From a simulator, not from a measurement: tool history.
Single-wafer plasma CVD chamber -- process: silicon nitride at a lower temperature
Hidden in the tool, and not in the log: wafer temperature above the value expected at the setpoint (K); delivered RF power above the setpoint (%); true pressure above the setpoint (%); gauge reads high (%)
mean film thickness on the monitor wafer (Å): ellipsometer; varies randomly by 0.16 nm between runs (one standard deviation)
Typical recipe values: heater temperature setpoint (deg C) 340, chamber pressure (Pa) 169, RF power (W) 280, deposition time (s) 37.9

run	hour	heater temperature setpoint (deg C)	chamber pressure (Pa)	RF power (W)	deposition time (s)	wafers since the last listed run	hours since the last thermocouple change	hours since the last RF generator calibration	hours since the last manometer calibration	hours since the showerhead was replaced	hours since the gauge calibration	read-back reference wafer on the same gauge, thickness_nm	mean film thickness on the monitor wafer (Å)
1	0	340	169	245	37.9	0	825.8	662.7	1286.3	3570.1	1087.9	36.2	349.99
# hour 183.7: thermocouple changed; heater temperature recalibrated
2	239.2	340	159	280	37.9	3281	55.5	901.9	1525.5	3809.3	1327.1	36.191	381.74
3	341.1	340	159	280	37.9	1446	157.4	1003.8	1627.4	3911.2	1429	36.242	385.06
4	403.9	340	169	280	37.9	891	220.2	1066.6	1690.2	3974	1491.8	36.219	390.48
# hour 511.5: capacitance manometer re-zeroed and calibrated
5	512	340	169	280	37.9	1420	328.3	1174.7	0.5	4082.1	1599.9	36.22	379.36
# hour 540.7: gauge calibrated
6	583.8	340	169	280	37.9	1019	400.1	1246.5	72.3	4153.9	43.1	36.185	379.4
7	691.3	340	169	280	37.9	1525	507.6	1354	179.8	4261.4	150.6	36.209	379.61
# hour 705.4: RF generator calibrated
8	758.5	340	169	280	37.9	840	574.8	53.1	247	4328.6	217.8	36.218	390.96
9	796.7	340	169	280	37.9	542	613	91.3	285.2	4366.8	256	36.19	391.4
10	841.7	340	169	280	37.9	638	658	136.3	330.2	4411.8	301	36.209	393.31
11	891.1	340	169	280	37.9	701	707.4	185.7	379.6	4461.2	350.4	36.2	390.23
12	952.2	331	209	330	34	867	768.5	246.8	440.7	4522.3	411.5	36.202	420.39
13	1032.7	345	131	280	37.9	1142	849	327.3	521.2	4602.8	492	36.129	363.56
14	1123.4	340	169	240	37.9	1287	939.7	418	611.9	4693.5	582.7	36.226	347.5
# hour 1201: showerhead replaced
15	1201.5	328	153	305	40	994	1017.8	496.1	690	0.5	660.8	36.175	431.56
16	1247.7	340	169	300	37.9	655	1064	542.3	736.2	46.7	707	36.158	410.6
# hour 1268.8: thermocouple changed; heater temperature recalibrated
17	1334.5	340	169	280	37.9	1118	65.7	629.1	823	133.5	793.8	36.244	391.26
18	1376	340	169	240	45.4	588	107.2	670.6	864.5	175	835.3	36.149	415.42
19	1424.4	349	201	260	42.1	686	155.6	719	912.9	223.4	883.7	36.238	429.28
20	1477.4	331	136	280	37.9	752	208.6	772	965.9	276.4	936.7	36.229	371.45
21	1518.4	340	169	280	37.9	581	249.6	813	1006.9	317.4	977.7	36.193	389.87
22	1601.1	328	153	305	40	1173	332.3	895.7	1089.6	400.1	1060.4	36.212	429.93
23	1705.7	345	159	265	41.4	1484	436.9	1000.3	1194.2	504.7	1165	36.212	399.77
# hour 1805.4: gauge calibrated
# hour 1950.4: RF generator calibrated
24	2001.6	347	155	280	41.7	4085	732.8	51.2	1490.1	800.6	196.2	36.159	421.48
25	2100.6	345	132	260	40.8	1405	831.8	150.2	1589.1	899.6	295.2	36.206	372.56
26	2141.1	340	169	230	43.4	574	872.3	190.7	1629.6	940.1	335.7	36.209	385.56
27	2177.7	352	181	295	37.9	519	908.9	227.3	1666.2	976.7	372.3	36.15	416.99
28	2224.2	345	169	280	32.2	659	955.4	273.8	1712.7	1023.2	418.8	36.218	337.96
# hour 2283.3: capacitance manometer re-zeroed and calibrated
# hour 2292.3: thermocouple changed; heater temperature recalibrated
29	2329	340	169	280	37.9	1260	36.7	378.6	45.7	1128	523.6	36.211	386.8

Pick out some run-to-run changes in mean film thickness on the monitor wafer (Å). Of each, how much would a tool without hidden state show as well, from the settings, what came in and chance, and how much is left for the hidden state and any gauge scatter not in both results compared?
Run 4 -> 5: capacitance manometer re-zeroed and calibrated. mean film thickness on the monitor wafer (Å) -11.12: hidden state -9.57, all else -1.55.
Run 7 -> 8: RF generator calibrated. mean film thickness on the monitor wafer (Å) +11.35: hidden state +11.32, all else +0.03.
Run 14 -> 15: heater temperature setpoint (deg C) 340 -> 328, chamber pressure (Pa) 169 -> 153, RF power (W) 240 -> 305, deposition time (s) 37.9 -> 40, showerhead replaced. mean film thickness on the monitor wafer (Å) +84.06: hidden state +0.97, all else +83.09.
Run 27 -> 28: heater temperature setpoint (deg C) 352 -> 345, chamber pressure (Pa) 181 -> 169, RF power (W) 295 -> 280, deposition time (s) 37.9 -> 32.2. mean film thickness on the monitor wafer (Å) -79.03: hidden state -1.11, all else -77.92.
